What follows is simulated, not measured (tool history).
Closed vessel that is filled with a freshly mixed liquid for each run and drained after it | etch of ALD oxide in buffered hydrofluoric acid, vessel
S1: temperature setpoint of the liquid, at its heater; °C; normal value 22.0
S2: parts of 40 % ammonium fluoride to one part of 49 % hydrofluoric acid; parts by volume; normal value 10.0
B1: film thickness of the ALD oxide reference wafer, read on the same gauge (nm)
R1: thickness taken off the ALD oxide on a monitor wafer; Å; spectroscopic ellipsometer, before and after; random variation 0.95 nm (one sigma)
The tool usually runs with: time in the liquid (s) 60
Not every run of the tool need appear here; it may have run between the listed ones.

Run 1, hour 0.0: usual settings but S2 13.0 parts by volume; B1 130.01. Result: R1 743.9 Å.
Run 2, hour 15.1: usual settings; B1 130.02. Result: R1 963.1 Å.
Run 3, hour 32.7: usual settings; B1 130.00. Result: R1 972.6 Å.
Run 4, hour 47.1: usual settings but S2 8.5 parts by volume; B1 130.01. Result: R1 1106.7 Å.
Run 5, hour 61.7: usual settings but S2 8.5 parts by volume; B1 129.99. Result: R1 1088.0 Å.
Run 6, hour 74.7: usual settings but S2 8.5 parts by volume; B1 129.97. Result: R1 1096.8 Å.
Run 7, hour 83.9: usual settings; B1 129.97. Result: R1 963.3 Å.
Run 8, hour 101.2: usual settings; B1 130.00. Result: R1 964.8 Å.
Run 9, hour 109.8: usual settings; B1 129.99. Result: R1 965.0 Å.
Run 10, hour 120.0: usual settings; B1 130.03. Result: R1 971.6 Å.
Run 11, hour 134.3: usual settings; B1 130.04. Result: R1 962.1 Å.
Run 12, hour 161.3: usual settings; B1 129.99. Result: R1 961.8 Å.
Run 13, hour 178.1: usual settings but time in the liquid (s) 50; B1 130.02. Result: R1 807.1 Å.
Run 14, hour 194.5: usual settings but time in the liquid (s) 50; B1 130.02. Result: R1 799.1 Å.
Run 15, hour 209.1: usual settings; B1 130.02. Result: R1 950.9 Å.
Run 16, hour 221.8: usual settings but S1 20.0 °C; B1 129.97. Result: R1 849.9 Å.
Run 17, hour 229.4: usual settings but S1 18.0 °C, time in the liquid (s) 80; B1 129.97. Result: R1 1042.9 Å.
Run 18, hour 244.8: usual settings but S1 25.0 °C; B1 129.98. Result: R1 1160.7 Å.
Run 19, hour 258.8: usual settings; B1 130.00. Result: R1 980.2 Å.
Run 20, hour 268.8: usual settings but S1 23.5 °C, S2 7.5 parts by volume, time in the liquid (s) 95; B1 130.02. Result: R1 2112.1 Å.
Run 21, hour 302.5: usual settings; B1 130.02. Result: R1 958.7 Å.
Run 22, hour 315.1: usual settings but S1 20.5 °C, S2 9.0 parts by volume, time in the liquid (s) 45; B1 129.99. Result: R1 708.0 Å.
Run 23, hour 329.5: usual settings but S2 12.0 parts by volume; B1 129.99. Result: R1 810.1 Å.
Run 24, hour 342.1: usual settings; B1 130.03. Result: R1 965.9 Å.
Run 25, hour 355.0: usual settings; B1 129.94. Result: R1 973.6 Å.
Run 26, hour 365.4: usual settings but S1 25.5 °C; B1 130.02. Result: R1 1171.1 Å.
Run 27, hour 377.6: usual settings but S1 26.0 °C; B1 129.99. Result: R1 1207.4 Å.
Run 28, hour 383.6: usual settings; B1 129.96. Result: R1 977.4 Å.
Run 29, hour 398.4: usual settings but S1 18.0 °C; B1 129.99. Result: R1 780.0 Å.
Run 30, hour 405.4: usual settings but S1 17.5 °C, S2 11.5 parts by volume; B1 130.02. Result: R1 648.5 Å.
Run 31, hour 419.1: usual settings; B1 130.07. Result: R1 944.9 Å.
Run 32, hour 435.6: usual settings but S1 17.5 °C, S2 11.5 parts by volume, time in the liquid (s) 75; B1 129.98. Result: R1 808.7 Å.
Run 33, hour 443.1: usual settings but S2 12.0 parts by volume; B1 129.94. Result: R1 812.2 Å.
Run 34, hour 452.5: usual settings but S1 24.0 °C; B1 129.98. Result: R1 1068.6 Å.

The log once held 3 entries between its listed runs, left out of this copy. Where does each go, and what is different about the tool's unlogged condition between the listed run before it and the listed run after it?
In the gap between runs 9 and 10: gauge calibrated (hour 116.8)
  both runs share identical hidden conditions
In the gap between runs 10 and 11: hydrofluoric acid flow meter replaced (hour 124.0)
  both runs share identical hidden conditions
In the gap between runs 15 and 16: thermometer replaced (hour 212.0)
  both runs share identical hidden conditions
